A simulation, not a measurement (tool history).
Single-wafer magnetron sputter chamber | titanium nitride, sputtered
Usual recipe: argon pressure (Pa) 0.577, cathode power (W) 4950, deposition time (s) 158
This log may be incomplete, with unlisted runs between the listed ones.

run,day,argon pressure (Pa),cathode power (W),deposition time (s),wafers since the last listed run,wafers on the sputter target,hours since the last manometer calibration,hours since the magnet pack was replaced,hours since the gauge calibration,"read-back reference wafer on the same gauge, thickness_nm",mean film thickness on the monitor wafer (angstrom)
1,0,0.577,4950,158,0,4207,1035.5,2682,1193,189.001,1572.18
2,2,0.577,4950,158,361,4568,1083.5,2730,1241,188.937,1565.68
3,6.492,0.577,4950,158,811,5380,1191.3,2837.8,1348.8,189.06,1566.52
# day 13.921: gauge calibrated
4,16.112,0.577,4950,158,1737,7117,1422.2,3068.7,52.6,189.001,1573.72
5,20.438,0.577,4950,158,781,7898,1526,3172.5,156.4,189.043,1570.83
6,24.262,0.577,4950,158,690,8589,1617.8,3264.3,248.2,188.962,1575.11
# day 29.429: sputter target and shields replaced
7,29.704,0.577,4950,158,922,49,1748.4,3394.9,378.8,189.085,1565.13
8,32.012,0.577,4950,158,416,466,1803.8,3450.3,434.2,188.998,1561.29
9,35.617,0.577,4950,158,650,1117,1890.3,3536.8,520.7,189.176,1557.91
10,38.883,0.577,4950,158,589,1707,1968.7,3615.2,599.1,189.055,1568.76
11,43.3,0.577,4950,158,797,2505,2074.7,3721.2,705.1,189.262,1573.74
12,46.412,0.577,4950,158,562,3067,2149.4,3795.9,779.8,188.878,1556.78
13,48.704,0.577,5400,158,413,3481,2204.4,3850.9,834.8,188.863,1710.54
14,50.604,0.577,4950,158,343,3824,2250,3896.5,880.4,188.853,1572.54
15,53.679,0.577,4950,158,555,4379,2323.8,3970.3,954.2,188.841,1559.78
16,57.404,0.577,4950,150,672,5052,2413.2,4059.7,1043.6,189.014,1485.42
17,60.829,0.577,4950,140,618,5671,2495.4,4141.9,1125.8,189.22,1394.69
18,63.529,0.763,5650,127,487,6158,2560.2,4206.7,1190.6,189.134,1350.12
19,66.579,0.577,4950,179,550,6709,2633.4,4279.9,1263.8,189.052,1765.97
20,69.554,0.4,4950,158,537,7246,2704.8,4351.3,1335.2,189.177,1646.99
# day 70.571: capacitance manometer re-zeroed and calibrated
21,73.071,0.357,5900,182,574,7821,60,4435.7,1419.6,188.889,2314.59
22,77.546,0.766,4250,127,808,8629,167.4,4543.1,1527,188.848,1042.33
# day 79.096: sputter target and shields replaced
23,83.312,0.577,4950,158,981,761,305.8,4681.5,1665.4,189.184,1578.83
24,85.721,0.577,4950,179,434,1196,363.6,4739.3,1723.2,189.072,1778.91
25,89.646,0.577,4950,158,708,1905,457.8,4833.5,1817.4,188.924,1577.43
# day 91.617: gauge calibrated
# day 91.904: magnet pack replaced
26,93.583,0.698,4950,135,650,2556,552.3,40.3,47.2,189.151,1297.89
27,96.929,0.705,5750,158,604,3160,632.6,120.6,127.5,189.185,1767.95
28,109.15,0.577,4950,141,2207,5367,925.9,413.9,420.8,189.021,1411.24
29,112.704,0.772,6000,168,641,6009,1011.2,499.2,506.1,189.001,1900.67
30,115.462,0.577,4950,173,498,6507,1077.4,565.4,572.3,189.205,1729.95
31,119.096,0.577,4950,158,656,7163,1164.6,652.6,659.5,188.96,1564.4
32,122.8,0.577,4950,178,668,7832,1253.5,741.5,748.4,189.021,1770.06
33,125.312,0.71,4200,173,453,8286,1313.8,801.8,808.7,188.811,1409.6
34,128.196,0.577,4950,158,520,8807,1383,871,877.9,189.279,1572.69

Hidden state at the last listed run before each entry between runs and at the first one after, where it differs:
After run 3, before run 4: gauge calibrated (day 13.921)
  true argon pressure above the setpoint (%): 8.27 -> 8.81
  what was measured, less what the result would be without the hidden state, mean film thickness on the monitor wafer (angstrom): -21.07 -> -22.54
After run 6, before run 7: sputter target and shields replaced (day 29.429)
  true argon pressure above the setpoint (%): 9.16 -> 9.35
  what was measured, less what the result would be without the hidden state, mean film thickness on the monitor wafer (angstrom): -23.46 -> -23.8
After run 20, before run 21: capacitance manometer re-zeroed and calibrated (day 70.571)
  true argon pressure above the setpoint (%): 10.1 -> 0.914
  what was measured, less what the result would be without the hidden state, mean film thickness on the monitor wafer (angstrom): -21 -> -2.46
After run 22, before run 23: sputter target and shields replaced (day 79.096)
  true argon pressure above the setpoint (%): 1.96 -> 3.12
  what was measured, less what the result would be without the hidden state, mean film thickness on the monitor wafer (angstrom): -4.07 -> -7.99
After run 25, before run 26: gauge calibrated (day 91.617); magnet pack replaced (day 91.904)
  true argon pressure above the setpoint (%): 4.19 -> 4.77
  what was measured, less what the result would be without the hidden state, mean film thickness on the monitor wafer (angstrom): -10.73 -> -11.53
